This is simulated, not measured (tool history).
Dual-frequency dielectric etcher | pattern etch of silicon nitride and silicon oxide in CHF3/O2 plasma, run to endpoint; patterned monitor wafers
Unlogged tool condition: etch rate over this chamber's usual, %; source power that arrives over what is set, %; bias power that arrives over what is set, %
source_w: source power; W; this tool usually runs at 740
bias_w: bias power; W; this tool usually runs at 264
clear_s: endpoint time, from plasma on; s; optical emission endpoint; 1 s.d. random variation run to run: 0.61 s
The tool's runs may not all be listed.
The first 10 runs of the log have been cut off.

run,hour,source_w,bias_w,wafers since the last listed run,hours since the last wet clean,hours since the last source power generator calibration,hours since the last bias power generator calibration,hours since the last upper electrode change,"incoming incoming film thickness, nm",clear_s
11,269.4,740,264,188,383.5,102.5,2517.2,30.9,307.7,165.8
12,296.7,740,264,228,410.8,129.8,2544.5,58.2,307.1,164.1
13,315.0,740,264,152,429.1,148.1,2562.8,76.5,309.5,166.6
# hour 325.1: bias power generator calibrated
14,346.6,740,264,230,460.7,179.7,21.5,108.1,307.6,166.0
# hour 398.4: wet clean of the chamber
15,398.9,570,264,236,0.5,232.0,73.8,160.4,313.7,190.6
16,413.2,790,244,119,14.8,246.3,88.1,174.7,307.5,168.5
17,428.6,580,239,128,30.2,261.7,103.5,190.1,309.5,194.7
18,464.1,800,282,296,65.7,297.2,139.0,225.6,305.9,158.3
19,481.0,860,264,141,82.6,314.1,155.9,242.5,306.8,158.0
20,509.0,870,288,234,110.6,342.1,183.9,270.5,309.8,154.7
21,537.8,870,328,240,139.4,370.9,212.7,299.3,310.3,148.7
22,570.7,740,264,275,172.3,403.8,245.6,332.2,308.1,167.5
23,605.7,800,264,292,207.3,438.8,280.6,367.2,309.8,162.1
24,630.1,740,264,203,231.7,463.2,305.0,391.6,307.8,167.2
25,657.0,880,264,224,258.6,490.1,331.9,418.5,307.8,156.8
26,676.8,740,264,165,278.4,509.9,351.7,438.3,307.1,164.8
27,691.2,690,311,120,292.8,524.3,366.1,452.7,310.0,163.5
28,708.3,600,216,142,309.9,541.4,383.2,469.8,311.0,194.7
29,743.4,740,211,293,345.0,576.5,418.3,504.9,307.9,176.8
30,783.7,620,212,336,385.3,616.8,458.6,545.2,306.9,189.7
31,816.4,910,327,273,418.0,649.5,491.3,577.9,310.2,143.9
32,830.9,920,264,121,432.5,664.0,505.8,592.4,310.1,153.0
33,849.4,580,311,154,451.0,682.5,524.3,610.9,309.7,174.9
# hour 882.2: wet clean of the chamber
34,910.2,580,264,307,28.0,743.3,585.1,671.7,308.6,187.8
35,925.5,740,264,127,43.3,758.6,600.4,687.0,312.9,171.3

Forecast each of these 4 alternatives for the next run:
A,926.0,740,326,4,43.8,759.1,600.9,687.5,306.4,?
B,926.0,890,303,4,43.8,759.1,600.9,687.5,306.4,?
C,926.0,740,244,4,43.8,759.1,600.9,687.5,306.4,?
D,926.0,690,264,4,43.8,759.1,600.9,687.5,306.4,?

run,clear_s
A,156.1
B,148.4
C,170.9
D,171.7
What these runs would have given with no unlogged condition in the tool:
run,clear_s
A,156.6
B,148.9
C,171.4
D,172.2
